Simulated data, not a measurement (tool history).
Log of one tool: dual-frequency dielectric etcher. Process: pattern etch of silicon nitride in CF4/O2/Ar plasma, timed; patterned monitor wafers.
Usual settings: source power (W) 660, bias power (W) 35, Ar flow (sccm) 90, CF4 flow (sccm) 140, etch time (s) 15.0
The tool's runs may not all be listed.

run   hour  source power (W)  bias power (W)  Ar flow (sccm)  CF4 flow (sccm)  etch time (s)  wafers since the last listed run  hours since the last wet clean  hours since the last source power generator calibration  hours since the last bias power generator calibration  hours since the last Ar flow controller change  hours since the last CF4 flow controller change  hours since the last upper electrode change  hours since the gauge calibration  read-back reference wafer on the same gauge, depth_nm  mean etch depth across the wafer (angstrom)
  1    0.0               660              35              90              140           18.5                                 0                           369.7                                                   3529.1                                                 3725.0                                          2374.2                                           5694.1                                       6033.6                              104.2                                                  34.50                                        403.8
  2    9.0               690              35              90              140           17.5                               157                           378.7                                                   3538.1                                                 3734.0                                          2383.2                                           5703.1                                       6042.6                              113.2                                                  34.50                                        392.0
  3   18.6               660              35              90              140           11.5                               167                           388.3                                                   3547.7                                                 3743.6                                          2392.8                                           5712.7                                       6052.2                              122.8                                                  34.52                                        252.4
  4   30.5               660              35              90              140           15.0                               207                           400.2                                                   3559.6                                                 3755.5                                          2404.7                                           5724.6                                       6064.1                              134.7                                                  34.49                                        327.1
      63.3  -- CF4 flow controller replaced
      69.4  -- upper electrode replaced
  5   69.9               660              35              74              140           15.0                               475                           439.6                                                   3599.0                                                 3794.9                                          2444.1                                              6.6                                          0.5                              174.1                                                  34.48                                        334.8
  6   70.2               660              35              74              140           15.0                                 5                           439.9                                                   3599.3                                                 3795.2                                          2444.4                                              6.9                                          0.8                              174.4                                                  34.49                                        336.9
  7   74.3               660              35              74              140           15.0                                71                           444.0                                                   3603.4                                                 3799.3                                          2448.5                                             11.0                                          4.9                              178.5                                                  34.48                                        335.9
  8   80.9               660              35              90              140           15.0                               115                           450.6                                                   3610.0                                                 3805.9                                          2455.1                                             17.6                                         11.5                              185.1                                                  34.47                                        326.6
     111.2  -- wet clean of the chamber
  9  111.7               660              35              90              140           15.0                               118                             0.5                                                   3640.8                                                 3836.7                                          2485.9                                             48.4                                         42.3                              215.9                                                  34.48                                        339.0
 10  112.0               590              35              90              140           15.0                                 5                             0.8                                                   3641.1                                                 3837.0                                          2486.2                                             48.7                                         42.6                              216.2                                                  34.50                                        316.0
 11  112.3               660              35             106              123           15.0                                 5                             1.1                                                   3641.4                                                 3837.3                                          2486.5                                             49.0                                         42.9                              216.5                                                  34.50                                        329.7
     114.1  -- gauge calibrated
     117.9  -- bias power generator calibrated
 12  122.5               700              38              90              140           15.0                               108                            11.3                                                   3651.6                                                    4.6                                          2496.7                                             59.2                                         53.1                                8.4                                                  34.51                                        360.3
     137.6  -- Ar flow controller replaced
 13  138.1               660              35              90              140           11.5                               167                            26.9                                                   3667.2                                                   20.2                                             0.5                                             74.8                                         68.7                               24.0                                                  34.51                                        260.2
     143.7  -- source power generator calibrated
 14  144.2               660              35              90              110           15.0                                36                            33.0                                                      0.5                                                   26.3                                             6.6                                             80.9                                         74.8                               30.1                                                  34.48                                        334.8
 15  161.7               660              35              90              169           12.0                               305                            50.5                                                     18.0                                                   43.8                                            24.1                                             98.4                                         92.3                               47.6                                                  34.51                                        274.2
 16  169.9               660              35              90              140           15.0                               143                            58.7                                                     26.2                                                   52.0                                            32.3                                            106.6                                        100.5                               55.8                                                  34.48                                        339.1
 17  176.0               570              28              90              140           15.0                               106                            64.8                                                     32.3                                                   58.1                                            38.4                                            112.7                                        106.6                               61.9                                                  34.51                                        290.6
 18  191.5               660              35              90              140           15.0                               270                            80.3                                                     47.8                                                   73.6                                            53.9                                            128.2                                        122.1                               77.4                                                  34.51                                        336.4
 19  201.4               660              35              90              140           15.0                               172                            90.2                                                     57.7                                                   83.5                                            63.8                                            138.1                                        132.0                               87.3                                                  34.49                                        337.8

3 ways to go on from here, each from the tool as it stands after run 19. What would each give?
  A  201.8               520              35              90              140           15.0                                 6                            90.6                                                     58.1                                                   83.9                                            64.2                                            138.5                                        132.4                               87.7                                                      ?                                            ?
  B  201.8               780              26              90              140           15.0                                 6                            90.6                                                     58.1                                                   83.9                                            64.2                                            138.5                                        132.4                               87.7                                                      ?                                            ?
  C  201.8               660              40              80              150           18.0                                 6                            90.6                                                     58.1                                                   83.9                                            64.2                                            138.5                                        132.4                               87.7                                                      ?                                            ?

run  read-back reference wafer on the same gauge, depth_nm  mean etch depth across the wafer (angstrom)
  A                                                  34.50                                        291.2
  B                                                  34.50                                        350.0
  C                                                  34.50                                        428.1
Without the tool's hidden state the same runs would have given:
run  mean etch depth across the wafer (angstrom)
  A                                        293.8
  B                                        353.1
  C                                        431.9
